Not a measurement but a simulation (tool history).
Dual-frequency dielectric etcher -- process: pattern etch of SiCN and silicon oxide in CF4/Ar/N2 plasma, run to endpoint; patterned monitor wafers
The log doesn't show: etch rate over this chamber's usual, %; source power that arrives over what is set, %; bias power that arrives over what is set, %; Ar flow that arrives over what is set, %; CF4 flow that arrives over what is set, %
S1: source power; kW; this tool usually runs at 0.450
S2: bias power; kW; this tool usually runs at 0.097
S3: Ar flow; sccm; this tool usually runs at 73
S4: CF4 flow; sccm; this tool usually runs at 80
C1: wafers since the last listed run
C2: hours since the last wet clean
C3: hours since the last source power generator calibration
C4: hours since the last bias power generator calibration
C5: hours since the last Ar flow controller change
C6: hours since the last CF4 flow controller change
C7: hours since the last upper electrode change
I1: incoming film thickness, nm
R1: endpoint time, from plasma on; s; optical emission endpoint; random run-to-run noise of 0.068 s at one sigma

run	hour	S1	S2	S3	S4	C1	C2	C3	C4	C5	C6	C7	I1	R1
1	0.0	0.450	0.105	73	80	0	554.2	4364.8	2135.2	4930.9	4932.7	4911.7	17.88	15.5
2	15.0	0.450	0.105	73	80	170	569.2	4379.8	2150.2	4945.9	4947.7	4926.7	17.94	15.6
3	25.6	0.450	0.105	73	80	120	579.8	4390.4	2160.8	4956.5	4958.3	4937.3	17.82	15.3
4	42.9	0.450	0.097	73	80	196	597.1	4407.7	2178.1	4973.8	4975.6	4954.6	17.61	15.5
5	58.7	0.450	0.097	73	80	179	612.9	4423.5	2193.9	4989.6	4991.4	4970.4	17.74	15.5
# hour 83.2: upper electrode replaced
6	83.7	0.450	0.097	73	80	11	637.9	4448.5	2218.9	5014.6	5016.4	0.5	17.72	15.5
7	90.8	0.450	0.097	73	80	80	645.0	4455.6	2226.0	5021.7	5023.5	7.6	17.70	15.6
8	103.1	0.450	0.097	73	80	139	657.3	4467.9	2238.3	5034.0	5035.8	19.9	17.82	15.6
# hour 113.5: Ar flow controller replaced
# hour 140.3: wet clean of the chamber
# hour 141.3: source power generator calibrated
9	141.8	0.450	0.092	73	71	87	1.5	0.5	2277.0	28.3	5074.5	58.6	17.93	16.9
10	142.1	0.450	0.097	73	80	3	1.8	0.8	2277.3	28.6	5074.8	58.9	17.69	16.2
11	147.3	0.490	0.089	73	99	59	7.0	6.0	2282.5	33.8	5080.0	64.1	17.73	14.8
12	153.4	0.450	0.097	73	80	69	13.1	12.1	2288.6	39.9	5086.1	70.2	17.88	16.5
# hour 169.5: CF4 flow controller replaced
13	170.0	0.450	0.097	73	96	120	29.7	28.7	2305.2	56.5	0.5	86.8	17.83	16.1
14	172.4	0.450	0.097	73	95	27	32.1	31.1	2307.6	58.9	2.9	89.2	17.97	16.3
15	187.9	0.490	0.089	73	99	176	47.6	46.6	2323.1	74.4	18.4	104.7	17.67	14.8
# hour 195.4: bias power generator calibrated
16	201.5	0.530	0.087	62	92	109	61.2	60.2	6.1	88.0	32.0	118.3	17.84	13.6
17	218.5	0.370	0.097	73	74	193	78.2	77.2	23.1	105.0	49.0	135.3	18.04	20.9
18	234.2	0.450	0.097	73	96	178	93.9	92.9	38.8	120.7	64.7	151.0	17.56	15.8
19	246.3	0.490	0.121	73	80	137	106.0	105.0	50.9	132.8	76.8	163.1	17.75	13.8

Predict each of these 5 candidate next runs independently; none follows another, all start after run 19:
A	246.7	0.450	0.097	73	80	4	106.4	105.4	51.3	133.2	77.2	163.5	17.89	?
B	246.7	0.420	0.079	67	69	4	106.4	105.4	51.3	133.2	77.2	163.5	17.89	?
C	246.7	0.450	0.097	66	80	4	106.4	105.4	51.3	133.2	77.2	163.5	17.89	?
D	246.7	0.450	0.097	61	80	4	106.4	105.4	51.3	133.2	77.2	163.5	17.89	?
E	246.7	0.450	0.107	73	97	4	106.4	105.4	51.3	133.2	77.2	163.5	17.89	?

run	R1
A	16.3
B	18.7
C	16.1
D	15.9
E	15.6
Without the tool's hidden state the same runs would have given:
run	R1
A	16.5
B	18.9
C	16.2
D	16.1
E	15.7
